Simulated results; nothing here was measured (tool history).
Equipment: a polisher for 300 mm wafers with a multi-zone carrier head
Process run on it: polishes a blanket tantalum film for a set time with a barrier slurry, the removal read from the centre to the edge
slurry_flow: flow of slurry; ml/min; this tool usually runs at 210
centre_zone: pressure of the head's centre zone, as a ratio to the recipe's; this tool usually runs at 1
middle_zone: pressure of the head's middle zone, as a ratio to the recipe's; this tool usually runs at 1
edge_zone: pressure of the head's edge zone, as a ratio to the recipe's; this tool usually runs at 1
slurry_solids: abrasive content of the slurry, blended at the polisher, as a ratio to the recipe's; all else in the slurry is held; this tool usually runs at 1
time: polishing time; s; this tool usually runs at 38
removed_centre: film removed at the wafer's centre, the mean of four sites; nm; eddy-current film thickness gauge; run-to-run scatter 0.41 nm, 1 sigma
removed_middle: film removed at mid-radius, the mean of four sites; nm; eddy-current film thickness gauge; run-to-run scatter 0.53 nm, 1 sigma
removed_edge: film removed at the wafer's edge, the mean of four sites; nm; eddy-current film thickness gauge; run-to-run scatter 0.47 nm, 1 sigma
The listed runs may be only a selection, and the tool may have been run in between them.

| run | hour | slurry_flow | centre_zone | middle_zone | edge_zone | slurry_solids | time | incoming thickness of the incoming film, nm | removed_centre | removed_middle | removed_edge |
|---|---|---|---|---|---|---|---|---|---|---|---|
| 1 | 0 | 210 | 1 | 1 | 1 | 1 | 38 | 188.9 | 66 | 68.9 | 68.3 |
|  | 5.9 | carrier head's membrane replaced by a new one |
|  | 17.4 | worn pad replaced by a new one |
| 2 | 40 | 210 | 1 | 1 | 1 | 1 | 38 | 188.2 | 66.2 | 68.2 | 68.1 |
| 3 | 48.1 | 210 | 1 | 1 | 1 | 1 | 38 | 191.3 | 65.9 | 67.9 | 67.4 |
| 4 | 55.8 | 210 | 1 | 1 | 1 | 1 | 31 | 189.9 | 53.5 | 55.3 | 55.3 |
| 5 | 65.6 | 210 | 1.08 | 1 | 0.92 | 0.7 | 50 | 187.9 | 86.4 | 81.9 | 79.5 |
| 6 | 74.9 | 210 | 1 | 1 | 1 | 1.1 | 50 | 189.7 | 87.7 | 91 | 90.4 |
|  | 77.4 | edge zone pressure recalibrated |
| 7 | 88.7 | 260 | 1 | 1.12 | 1.05 | 0.8 | 38 | 188 | 64.3 | 73 | 66.9 |
| 8 | 104.6 | 210 | 1 | 1 | 1 | 1 | 38 | 187.5 | 64.8 | 67.8 | 67.3 |
| 9 | 118.6 | 210 | 1 | 1 | 1 | 1 | 38 | 188.2 | 65.1 | 66.9 | 67.5 |
| 10 | 132.4 | 210 | 0.93 | 1 | 1 | 1 | 38 | 189.4 | 60.1 | 67.7 | 68 |
|  | 140.6 | worn pad replaced by a new one |
| 11 | 141.1 | 210 | 0.96 | 1 | 1 | 1 | 38 | 189 | 61.1 | 67.7 | 67.6 |
| 12 | 151.9 | 210 | 1.05 | 1 | 1 | 0.7 | 38 | 192.7 | 62.3 | 62.6 | 62.3 |
| 13 | 169.2 | 210 | 0.9 | 1 | 1 | 1 | 38 | 188 | 57 | 67.4 | 68.2 |
| 14 | 182.6 | 210 | 1 | 1 | 0.92 | 1 | 38 | 189.1 | 63.6 | 67.5 | 64.9 |
| 15 | 189.6 | 180 | 1 | 1 | 1 | 0.85 | 38 | 187.5 | 59.2 | 62.3 | 64.3 |
| 16 | 203.3 | 230 | 1.06 | 1 | 1 | 1 | 38 | 188.9 | 68.2 | 67.8 | 68 |
| 17 | 219.9 | 210 | 1 | 1 | 0.93 | 1 | 38 | 193.5 | 62.9 | 67.2 | 64 |
| 18 | 226.1 | 210 | 0.9 | 1 | 1.05 | 1.1 | 38 | 189 | 57.4 | 68.3 | 70.8 |
| 19 | 240 | 210 | 1 | 1 | 1 | 1 | 32 | 189.5 | 52.3 | 55.6 | 57 |
|  | 250.5 | worn pad replaced by a new one |
| 20 | 283.1 | 190 | 1 | 1 | 1 | 1 | 38 | 190 | 60.4 | 64.4 | 66.1 |
| 21 | 291.1 | 210 | 1 | 1 | 0.89 | 0.75 | 38 | 186.3 | 58 | 63 | 59.8 |
| 22 | 303.1 | 210 | 0.96 | 1 | 1.07 | 1 | 38 | 189.4 | 58.4 | 65.9 | 69.5 |

4 ways to go on from here, each from the tool as it stands after run 22. What would each give?
| A | 303.5 | 210 | 1 | 1 | 1 | 1 | 38 | 190.7 | ? | ? | ? |
| B | 303.5 | 210 | 1 | 1 | 1.08 | 1 | 33 | 190.7 | ? | ? | ? |
| C | 303.5 | 260 | 1 | 1 | 1 | 1 | 48 | 190.7 | ? | ? | ? |
| D | 303.5 | 210 | 0.97 | 1 | 1.11 | 1 | 38 | 190.7 | ? | ? | ? |

| run | removed_centre | removed_middle | removed_edge |
|---|---|---|---|
| A | 61.4 | 66.2 | 66.6 |
| B | 53.3 | 57.5 | 60.1 |
| C | 80.5 | 86.5 | 86.3 |
| D | 59.5 | 66.2 | 70.2 |
With no hidden state in the tool, these same runs would have given:
| run | removed_centre | removed_middle | removed_edge |
|---|---|---|---|
| A | 68.2 | 67.8 | 67.8 |
| B | 59.2 | 58.9 | 61.2 |
| C | 88.9 | 88.2 | 87.6 |
| D | 66.1 | 67.8 | 71.4 |

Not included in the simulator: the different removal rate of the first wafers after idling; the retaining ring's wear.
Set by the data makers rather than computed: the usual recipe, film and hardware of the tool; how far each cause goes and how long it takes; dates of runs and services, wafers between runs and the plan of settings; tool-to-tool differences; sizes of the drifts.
